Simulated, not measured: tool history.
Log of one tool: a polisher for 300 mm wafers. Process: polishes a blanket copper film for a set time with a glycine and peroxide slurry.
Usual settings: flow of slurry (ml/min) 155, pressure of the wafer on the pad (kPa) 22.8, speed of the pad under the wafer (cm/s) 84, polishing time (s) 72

run	hour	flow of slurry (ml/min)	pressure of the wafer on the pad (kPa)	speed of the pad under the wafer (cm/s)	polishing time (s)	wafers since the last listed run	wafers polished on this pad	hours since the slurry nozzle was cleaned	hours since the head pressure was calibrated	incoming thickness of the incoming film, nm	film removed (nm)
1	0	125	22.8	84	72	0	823	457.1	457.4	1150.1	297.6
2	12.3	125	22.8	84	72	138	961	469.4	469.7	1149.2	305.2
# hour 24.6: worn pad replaced by a new one
3	61.6	155	22.8	84	87	509	415	518.7	519	1163.1	390.8
4	68.9	155	22.8	84	87	82	497	526	526.3	1174.1	384.6
5	79.8	155	28.3	98	72	122	620	536.9	537.2	1186.4	431.2
6	96.4	155	28.3	98	72	186	807	553.5	553.8	1164.8	435.5
7	106.8	155	28.3	98	72	116	923	563.9	564.2	1162.7	430.9
# hour 122.6: worn pad replaced by a new one
8	123.2	155	20.7	84	72	139	6	580.3	580.6	1168.4	289.8
9	130.9	155	29	84	72	86	92	588	588.3	1180.5	392.2
10	144.4	155	29	84	72	151	244	601.5	601.8	1180.3	385
11	151.6	155	26.9	84	72	80	325	608.7	609	1172.3	363.8
12	166.3	155	26.9	84	72	165	490	623.4	623.7	1156	373.1
13	174.7	155	22.8	84	72	94	585	631.8	632.1	1174.8	320.2
14	186.7	155	22.8	84	72	134	720	643.8	644.1	1170.5	321
15	195	155	22.8	84	72	93	813	652.1	652.4	1159.5	315.9
16	207.3	155	22.8	84	72	138	951	664.4	664.7	1185.9	319.3
# hour 213.5: worn pad replaced by a new one
17	221.5	155	22.8	84	72	114	90	678.6	678.9	1183.8	322.1
18	238.7	155	22.8	84	72	193	283	695.8	696.1	1172.4	316.5
19	245.3	130	22.8	84	53	74	358	702.4	702.7	1175.1	223.7
# hour 257.9: slurry nozzle cleaned
20	258.4	155	22.8	84	72	136	494	0.5	715.8	1173.3	319.2
# hour 260.6: head pressure recalibrated
21	273.3	155	22.8	84	55	145	639	15.4	12.7	1174.7	241
22	287.1	185	22.8	84	66	155	794	29.2	26.5	1185	300.5
# hour 298.6: worn pad replaced by a new one
23	299.1	205	17.2	84	72	89	5	41.2	38.5	1158.1	267.5
24	303.7	155	22.8	64	72	51	57	45.8	43.1	1173.2	251.1
25	318	155	22.8	84	72	160	218	60.1	57.4	1186.7	312
26	333.5	155	22.8	84	87	174	392	75.6	72.9	1171.6	387.2
27	347.9	155	22.8	84	82	161	554	90	87.3	1155.9	354.4
28	364.2	155	20	58	53	183	737	106.3	103.6	1181.1	158.4
29	373.1	125	22.8	72	72	100	837	115.2	112.5	1166.7	270.4
30	389.5	175	22.8	84	72	184	1022	131.6	128.9	1175.5	318.7
# hour 402.4: worn pad replaced by a new one
31	402.9	200	15.2	96	72	105	5	145	142.3	1154.6	266
32	410.3	155	22.8	84	93	83	89	152.4	149.7	1185	410.8
33	420.7	155	22.8	84	94	116	206	162.8	160.1	1153.3	419
34	438.1	155	29.6	84	89	195	401	180.2	177.5	1159.6	482.6
35	455.3	155	22.8	84	72	193	595	197.4	194.7	1190.1	313.7
36	468	205	16.5	94	90	142	737	210.1	207.4	1174.6	344.9

Forecast each of these 4 alternatives for the next run:
A	468.4	155	22.8	84	72	4	742	210.5	207.8	1186	?
B	468.4	105	22.8	84	53	4	742	210.5	207.8	1186	?
C	468.4	185	31	102	90	4	742	210.5	207.8	1186	?
D	468.4	180	15.9	84	89	4	742	210.5	207.8	1186	?

run	film removed (nm)
A	311.7
B	209.7
C	618.1
D	296.5
Without the tool's hidden state the same runs would have given:
run	film removed (nm)
A	311.7
B	209.7
C	618.1
D	296.5

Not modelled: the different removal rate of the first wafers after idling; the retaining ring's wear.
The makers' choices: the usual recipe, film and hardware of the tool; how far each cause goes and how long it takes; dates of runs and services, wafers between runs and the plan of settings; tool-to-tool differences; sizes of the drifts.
